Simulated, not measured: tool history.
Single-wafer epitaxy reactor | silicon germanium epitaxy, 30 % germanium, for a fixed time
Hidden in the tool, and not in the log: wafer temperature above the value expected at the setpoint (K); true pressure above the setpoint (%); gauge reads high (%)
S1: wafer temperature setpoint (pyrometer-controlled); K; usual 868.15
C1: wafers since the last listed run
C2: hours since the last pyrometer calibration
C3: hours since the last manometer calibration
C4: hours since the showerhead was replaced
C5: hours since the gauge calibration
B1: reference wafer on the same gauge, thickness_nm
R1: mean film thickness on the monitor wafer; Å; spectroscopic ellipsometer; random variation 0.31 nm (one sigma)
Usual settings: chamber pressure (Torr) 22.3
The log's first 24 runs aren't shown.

{"run": 25, "hour": 1093.3, "S1": 868.15, "chamber pressure (Torr)": 22.3, "C1": 590, "C2": 701, "C3": 626.9, "C4": 345.4, "C5": 752.3, "B1": 66.154, "R1": 579.18}
{"run": 26, "hour": 1149.0, "S1": 873.15, "chamber pressure (Torr)": 18.3, "C1": 1114, "C2": 756.7, "C3": 682.6, "C4": 401.1, "C5": 808, "B1": 66.14, "R1": 588.87}
{"run": 27, "hour": 1180.0, "S1": 868.15, "chamber pressure (Torr)": 22.3, "C1": 620, "C2": 787.7, "C3": 713.6, "C4": 432.1, "C5": 839, "B1": 66.097, "R1": 582.1}
{"run": 28, "hour": 1236.0, "S1": 854.15, "chamber pressure (Torr)": 22.3, "C1": 1120, "C2": 843.7, "C3": 769.6, "C4": 488.1, "C5": 895, "B1": 66.113, "R1": 444.99}
{"run": 29, "hour": 1282.4, "S1": 868.15, "chamber pressure (Torr)": 25.2, "C1": 928, "C2": 890.1, "C3": 816, "C4": 534.5, "C5": 941.4, "B1": 66.215, "R1": 612.95}
{"run": 30, "hour": 1315.4, "S1": 868.15, "chamber pressure (Torr)": 22.3, "C1": 660, "C2": 923.1, "C3": 849, "C4": 567.5, "C5": 974.4, "B1": 65.999, "R1": 585.93}
{"run": 31, "hour": 1345.7, "S1": 876.15, "chamber pressure (Torr)": 19, "C1": 606, "C2": 953.4, "C3": 879.3, "C4": 597.8, "C5": 1004.7, "B1": 66.163, "R1": 635.83}
{"run": 32, "hour": 1392.1, "S1": 856.15, "chamber pressure (Torr)": 22.3, "C1": 928, "C2": 999.8, "C3": 925.7, "C4": 644.2, "C5": 1051.1, "B1": 66.229, "R1": 470}
{"run": 33, "hour": 1418.6, "S1": 863.15, "chamber pressure (Torr)": 16.9, "C1": 530, "C2": 1026.3, "C3": 952.2, "C4": 670.7, "C5": 1077.6, "B1": 66.204, "R1": 484.94}
{"hour": 1471.7, "done": "pyrometer calibrated"}
{"run": 34, "hour": 1475.1, "S1": 857.15, "chamber pressure (Torr)": 24.8, "C1": 970, "C2": 3.4, "C3": 1008.7, "C4": 727.2, "C5": 1134.1, "B1": 66.11, "R1": 468.61}
{"run": 35, "hour": 1506.2, "S1": 868.15, "chamber pressure (Torr)": 22.3, "C1": 622, "C2": 34.5, "C3": 1039.8, "C4": 758.3, "C5": 1165.2, "B1": 66.126, "R1": 552.92}
{"run": 36, "hour": 1549.3, "S1": 872.15, "chamber pressure (Torr)": 27, "C1": 862, "C2": 77.6, "C3": 1082.9, "C4": 801.4, "C5": 1208.3, "B1": 66.191, "R1": 645.99}

3 ways to go on from here, each from the tool as it stands after run 36. What would each give?
{"run": "A", "hour": 1549.7, "S1": 868.15, "chamber pressure (Torr)": 22.3, "C1": 8, "C2": 78, "C3": 1083.3, "C4": 801.8, "C5": 1208.7, "B1": "?", "R1": "?"}
{"run": "B", "hour": 1549.7, "S1": 868.15, "chamber pressure (Torr)": 27.6, "C1": 8, "C2": 78, "C3": 1083.3, "C4": 801.8, "C5": 1208.7, "B1": "?", "R1": "?"}
{"run": "C", "hour": 1549.7, "S1": 860.15, "chamber pressure (Torr)": 19.6, "C1": 8, "C2": 78, "C3": 1083.3, "C4": 801.8, "C5": 1208.7, "B1": "?", "R1": "?"}

run=A B1=66 R1=551.88
run=B B1=66 R1=599.24
run=C B1=66 R1=450.28
Without the tool's hidden state the same runs would have given:
run=A R1=567.18
run=B R1=615.87
run=C R1=462.84

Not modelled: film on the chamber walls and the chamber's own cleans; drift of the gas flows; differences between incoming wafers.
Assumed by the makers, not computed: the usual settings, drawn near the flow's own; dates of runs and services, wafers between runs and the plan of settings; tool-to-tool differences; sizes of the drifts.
